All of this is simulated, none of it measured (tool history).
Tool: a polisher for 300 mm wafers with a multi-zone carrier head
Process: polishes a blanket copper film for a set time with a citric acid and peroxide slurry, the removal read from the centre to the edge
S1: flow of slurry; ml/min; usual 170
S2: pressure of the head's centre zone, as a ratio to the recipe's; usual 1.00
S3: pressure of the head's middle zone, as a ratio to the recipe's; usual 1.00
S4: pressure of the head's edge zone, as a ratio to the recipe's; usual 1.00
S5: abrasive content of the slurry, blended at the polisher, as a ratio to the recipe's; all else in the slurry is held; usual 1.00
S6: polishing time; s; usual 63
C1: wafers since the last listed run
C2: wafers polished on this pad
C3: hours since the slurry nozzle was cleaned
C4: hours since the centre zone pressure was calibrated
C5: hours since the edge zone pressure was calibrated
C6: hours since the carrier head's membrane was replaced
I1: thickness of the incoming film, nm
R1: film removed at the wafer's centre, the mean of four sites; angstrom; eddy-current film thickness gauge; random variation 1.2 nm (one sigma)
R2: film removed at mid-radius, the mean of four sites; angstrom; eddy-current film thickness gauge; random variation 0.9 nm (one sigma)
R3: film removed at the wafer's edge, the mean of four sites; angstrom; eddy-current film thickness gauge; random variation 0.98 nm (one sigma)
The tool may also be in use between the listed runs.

{"run": 1, "hour": 0.0, "S1": 170, "S2": 1.0, "S3": 1.0, "S4": 1.0, "S5": 1.0, "S6": 63, "C1": 0, "C2": 304, "C3": 172.4, "C4": 0.5, "C5": 597.7, "C6": 933.3, "I1": 1159.4, "R1": 802, "R2": 797, "R3": 811}
{"hour": 18.6, "done": "carrier head's membrane replaced by a new one"}
{"run": 2, "hour": 19.1, "S1": 125, "S2": 1.0, "S3": 1.0, "S4": 1.1, "S5": 1.0, "S6": 63, "C1": 108, "C2": 412, "C3": 191.5, "C4": 19.6, "C5": 616.8, "C6": 0.5, "I1": 1121.3, "R1": 703, "R2": 739, "R3": 791}
{"run": 3, "hour": 26.0, "S1": 170, "S2": 1.0, "S3": 1.0, "S4": 1.0, "S5": 1.0, "S6": 63, "C1": 52, "C2": 465, "C3": 198.4, "C4": 26.5, "C5": 623.7, "C6": 7.4, "I1": 1128.0, "R1": 766, "R2": 803, "R3": 782}
{"hour": 42.2, "done": "edge zone pressure recalibrated"}
{"run": 4, "hour": 43.9, "S1": 170, "S2": 1.0, "S3": 1.0, "S4": 1.04, "S5": 1.0, "S6": 63, "C1": 121, "C2": 587, "C3": 216.3, "C4": 44.4, "C5": 1.7, "C6": 25.3, "I1": 1121.1, "R1": 757, "R2": 777, "R3": 823}
{"run": 5, "hour": 53.6, "S1": 170, "S2": 1.0, "S3": 1.0, "S4": 1.0, "S5": 1.0, "S6": 63, "C1": 74, "C2": 661, "C3": 226.0, "C4": 54.1, "C5": 11.4, "C6": 35.0, "I1": 1141.2, "R1": 768, "R2": 794, "R3": 818}
{"run": 6, "hour": 65.7, "S1": 170, "S2": 0.97, "S3": 0.92, "S4": 1.0, "S5": 0.7, "S6": 63, "C1": 92, "C2": 754, "C3": 238.1, "C4": 66.2, "C5": 23.5, "C6": 47.1, "I1": 1154.8, "R1": 682, "R2": 689, "R3": 739}
{"run": 7, "hour": 82.5, "S1": 170, "S2": 1.0, "S3": 1.0, "S4": 0.92, "S5": 1.0, "S6": 63, "C1": 128, "C2": 883, "C3": 254.9, "C4": 83.0, "C5": 40.3, "C6": 63.9, "I1": 1141.8, "R1": 752, "R2": 799, "R3": 772}
{"run": 8, "hour": 94.1, "S1": 170, "S2": 1.0, "S3": 1.0, "S4": 0.88, "S5": 1.0, "S6": 63, "C1": 88, "C2": 972, "C3": 266.5, "C4": 94.6, "C5": 51.9, "C6": 75.5, "I1": 1139.5, "R1": 770, "R2": 780, "R3": 766}
{"hour": 99.4, "done": "worn pad replaced by a new one, of another model than before"}
{"run": 9, "hour": 110.9, "S1": 170, "S2": 1.0, "S3": 1.05, "S4": 1.0, "S5": 1.15, "S6": 46, "C1": 98, "C2": 87, "C3": 283.3, "C4": 111.4, "C5": 68.7, "C6": 92.3, "I1": 1143.2, "R1": 563, "R2": 628, "R3": 608}
{"run": 10, "hour": 125.5, "S1": 120, "S2": 1.0, "S3": 1.0, "S4": 1.0, "S5": 1.0, "S6": 41, "C1": 111, "C2": 199, "C3": 297.9, "C4": 126.0, "C5": 83.3, "C6": 106.9, "I1": 1153.8, "R1": 406, "R2": 444, "R3": 457}
{"run": 11, "hour": 142.1, "S1": 170, "S2": 1.06, "S3": 1.0, "S4": 1.0, "S5": 1.3, "S6": 50, "C1": 127, "C2": 327, "C3": 314.5, "C4": 142.6, "C5": 99.9, "C6": 123.5, "I1": 1148.6, "R1": 693, "R2": 668, "R3": 692}
{"run": 12, "hour": 148.4, "S1": 115, "S2": 1.1, "S3": 1.0, "S4": 1.0, "S5": 1.0, "S6": 53, "C1": 48, "C2": 375, "C3": 320.8, "C4": 148.9, "C5": 106.2, "C6": 129.8, "I1": 1131.2, "R1": 544, "R2": 535, "R3": 588}
{"hour": 154.1, "done": "slurry nozzle cleaned"}
{"run": 13, "hour": 179.5, "S1": 170, "S2": 1.0, "S3": 1.0, "S4": 1.0, "S5": 1.0, "S6": 63, "C1": 230, "C2": 606, "C3": 25.4, "C4": 180.0, "C5": 137.3, "C6": 160.9, "I1": 1146.9, "R1": 745, "R2": 798, "R3": 801}
{"run": 14, "hour": 228.2, "S1": 200, "S2": 1.0, "S3": 1.0, "S4": 1.0, "S5": 1.0, "S6": 63, "C1": 373, "C2": 979, "C3": 74.1, "C4": 228.7, "C5": 186.0, "C6": 209.6, "I1": 1126.3, "R1": 774, "R2": 844, "R3": 823}
{"run": 15, "hour": 238.3, "S1": 170, "S2": 0.9, "S3": 1.0, "S4": 0.94, "S5": 0.75, "S6": 43, "C1": 77, "C2": 1057, "C3": 84.2, "C4": 238.8, "C5": 196.1, "C6": 219.7, "I1": 1160.4, "R1": 408, "R2": 491, "R3": 495}
{"hour": 247.2, "done": "worn pad replaced by a new one"}
{"run": 16, "hour": 254.7, "S1": 170, "S2": 1.06, "S3": 1.0, "S4": 0.91, "S5": 1.1, "S6": 63, "C1": 95, "C2": 57, "C3": 100.6, "C4": 255.2, "C5": 212.5, "C6": 236.1, "I1": 1148.1, "R1": 819, "R2": 828, "R3": 809}
{"run": 17, "hour": 265.9, "S1": 220, "S2": 1.0, "S3": 1.0, "S4": 1.0, "S5": 0.75, "S6": 63, "C1": 85, "C2": 143, "C3": 111.8, "C4": 266.4, "C5": 223.7, "C6": 247.3, "I1": 1116.9, "R1": 713, "R2": 767, "R3": 776}
{"run": 18, "hour": 272.6, "S1": 170, "S2": 1.0, "S3": 1.0, "S4": 1.0, "S5": 1.0, "S6": 63, "C1": 51, "C2": 194, "C3": 118.5, "C4": 273.1, "C5": 230.4, "C6": 254.0, "I1": 1144.1, "R1": 738, "R2": 789, "R3": 815}
{"run": 19, "hour": 281.0, "S1": 170, "S2": 0.9, "S3": 1.0, "S4": 1.0, "S5": 0.8, "S6": 82, "C1": 64, "C2": 258, "C3": 126.9, "C4": 281.5, "C5": 238.8, "C6": 262.4, "I1": 1148.0, "R1": 787, "R2": 974, "R3": 988}
{"run": 20, "hour": 296.1, "S1": 170, "S2": 1.0, "S3": 1.0, "S4": 1.0, "S5": 1.0, "S6": 63, "C1": 115, "C2": 374, "C3": 142.0, "C4": 296.6, "C5": 253.9, "C6": 277.5, "I1": 1153.0, "R1": 731, "R2": 808, "R3": 797}
{"run": 21, "hour": 302.4, "S1": 170, "S2": 1.0, "S3": 1.0, "S4": 1.0, "S5": 1.0, "S6": 63, "C1": 48, "C2": 422, "C3": 148.3, "C4": 302.9, "C5": 260.2, "C6": 283.8, "I1": 1160.1, "R1": 740, "R2": 816, "R3": 793}

Forecast each of these 5 alternatives for the next run:
{"run": "A", "hour": 302.8, "S1": 170, "S2": 1.0, "S3": 1.0, "S4": 1.0, "S5": 1.0, "S6": 63, "C1": 3, "C2": 426, "C3": 148.7, "C4": 303.3, "C5": 260.6, "C6": 284.2, "I1": 1134.3, "R1": "?", "R2": "?", "R3": "?"}
{"run": "B", "hour": 302.8, "S1": 155, "S2": 1.0, "S3": 0.9, "S4": 0.95, "S5": 0.8, "S6": 63, "C1": 3, "C2": 426, "C3": 148.7, "C4": 303.3, "C5": 260.6, "C6": 284.2, "I1": 1134.3, "R1": "?", "R2": "?", "R3": "?"}
{"run": "C", "hour": 302.8, "S1": 170, "S2": 1.0, "S3": 1.0, "S4": 1.0, "S5": 0.75, "S6": 47, "C1": 3, "C2": 426, "C3": 148.7, "C4": 303.3, "C5": 260.6, "C6": 284.2, "I1": 1134.3, "R1": "?", "R2": "?", "R3": "?"}
{"run": "D", "hour": 302.8, "S1": 170, "S2": 1.0, "S3": 1.05, "S4": 1.0, "S5": 1.0, "S6": 53, "C1": 3, "C2": 426, "C3": 148.7, "C4": 303.3, "C5": 260.6, "C6": 284.2, "I1": 1134.3, "R1": "?", "R2": "?", "R3": "?"}
{"run": "E", "hour": 302.8, "S1": 190, "S2": 0.97, "S3": 1.0, "S4": 0.91, "S5": 0.8, "S6": 63, "C1": 3, "C2": 426, "C3": 148.7, "C4": 303.3, "C5": 260.6, "C6": 284.2, "I1": 1134.3, "R1": "?", "R2": "?", "R3": "?"}

run=A R1=723 R2=787 R3=792
run=B R1=657 R2=664 R3=712
run=C R1=498 R2=542 R3=545
run=D R1=608 R2=687 R3=666
run=E R1=680 R2=761 R3=727
Without the tool's hidden state the same runs would have given:
run=A R1=786 R2=786 R3=792
run=B R1=714 R2=663 R3=712
run=C R1=541 R2=542 R3=545
run=D R1=661 R2=686 R3=666
run=E R1=740 R2=761 R3=727
